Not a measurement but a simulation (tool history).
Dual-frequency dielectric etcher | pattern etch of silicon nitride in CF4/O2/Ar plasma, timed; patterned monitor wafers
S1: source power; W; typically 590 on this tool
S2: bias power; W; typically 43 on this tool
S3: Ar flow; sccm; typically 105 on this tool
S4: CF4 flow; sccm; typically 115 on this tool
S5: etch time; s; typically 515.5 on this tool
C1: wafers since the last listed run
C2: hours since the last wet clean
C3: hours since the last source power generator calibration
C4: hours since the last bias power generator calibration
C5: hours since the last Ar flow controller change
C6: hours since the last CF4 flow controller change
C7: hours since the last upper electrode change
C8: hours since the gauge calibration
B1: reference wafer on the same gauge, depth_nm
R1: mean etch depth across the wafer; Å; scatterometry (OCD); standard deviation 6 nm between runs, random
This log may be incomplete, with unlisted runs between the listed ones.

run	hour	S1	S2	S3	S4	S5	C1	C2	C3	C4	C5	C6	C7	C8	B1	R1
1	0	590	50	105	103	368.5	0	499.6	441.3	3380.5	2859.7	1397.3	2943	961.1	1003.6	7089
# hour 32.4: upper electrode replaced
2	107.7	590	43	105	115	515.5	192	607.3	549	3488.2	2967.4	1505	75.3	1068.8	996.7	9436
# hour 149.2: wet clean of the chamber
3	206.8	590	43	105	115	515.5	172	57.6	648.1	3587.3	3066.5	1604.1	174.4	1167.9	995.7	9482
# hour 225.7: CF4 flow controller replaced
4	310.3	590	43	105	115	515.5	224	161.1	751.6	3690.8	3170	84.6	277.9	1271.4	988.7	9486
5	400.8	590	43	119	115	515.5	208	251.6	842.1	3781.3	3260.5	175.1	368.4	1361.9	984.1	9102
6	457.3	590	43	105	115	515.5	129	308.1	898.6	3837.8	3317	231.6	424.9	1418.4	978.8	9390
7	514.1	700	43	118	126	613	130	364.9	955.4	3894.6	3373.8	288.4	481.7	1475.2	978.3	12900
8	620	590	48	105	100	515.5	243	470.8	1061.3	4000.5	3479.7	394.3	587.6	1581.1	971.8	9464
9	683.6	700	43	128	115	515.5	146	534.4	1124.9	4064.1	3543.3	457.9	651.2	1644.7	966.5	10469
# hour 773.2: gauge calibrated
10	779.3	680	40	105	95	515.5	219	630.1	1220.6	4159.8	3639	553.6	746.9	6.1	1021.5	10592
# hour 827.1: wet clean of the chamber
# hour 833: bias power generator calibrated
11	858.5	590	43	105	115	515.5	117	31.4	1299.8	25.5	3718.2	632.8	826.1	85.3	1020.9	9744
# hour 892.6: Ar flow controller replaced
12	922	590	43	105	115	515.5	132	94.9	1363.3	89	29.4	696.3	889.6	148.8	1022.5	9845
13	985.3	590	48	94	115	515.5	145	158.2	1426.6	152.3	92.7	759.6	952.9	212.1	1022.9	10368
14	1024.7	720	37	93	115	636.5	90	197.6	1466	191.7	132.1	799	992.3	251.5	1020.4	14011
15	1093.9	590	43	105	115	515.5	159	266.8	1535.2	260.9	201.3	868.2	1061.5	320.7	1019.8	9753
16	1184.2	500	43	112	115	515.5	207	357.1	1625.5	351.2	291.6	958.5	1151.8	411	1020.4	8346
17	1265.2	590	43	105	115	515.5	186	438.1	1706.5	432.2	372.6	1039.5	1232.8	492	1019.7	9700
18	1306.2	540	52	93	115	630.5	94	479.1	1747.5	473.2	413.6	1080.5	1273.8	533	1015.1	11946
# hour 1565.4: wet clean of the chamber
19	1565.9	590	43	105	115	515.5	541	0.5	2007.2	732.9	673.3	1340.2	1533.5	792.7	1008.3	9632

Predict the results of run 20:
20	1626.4	590	43	105	115	554.5	139	61	2067.7	793.4	733.8	1400.7	1594	853.2	?	?

{"run 20": {"B1": 1009, "R1": 10420}}
With the hidden condition absent and the run-to-run variation left alone, this run would have shown R1 10618 Å.

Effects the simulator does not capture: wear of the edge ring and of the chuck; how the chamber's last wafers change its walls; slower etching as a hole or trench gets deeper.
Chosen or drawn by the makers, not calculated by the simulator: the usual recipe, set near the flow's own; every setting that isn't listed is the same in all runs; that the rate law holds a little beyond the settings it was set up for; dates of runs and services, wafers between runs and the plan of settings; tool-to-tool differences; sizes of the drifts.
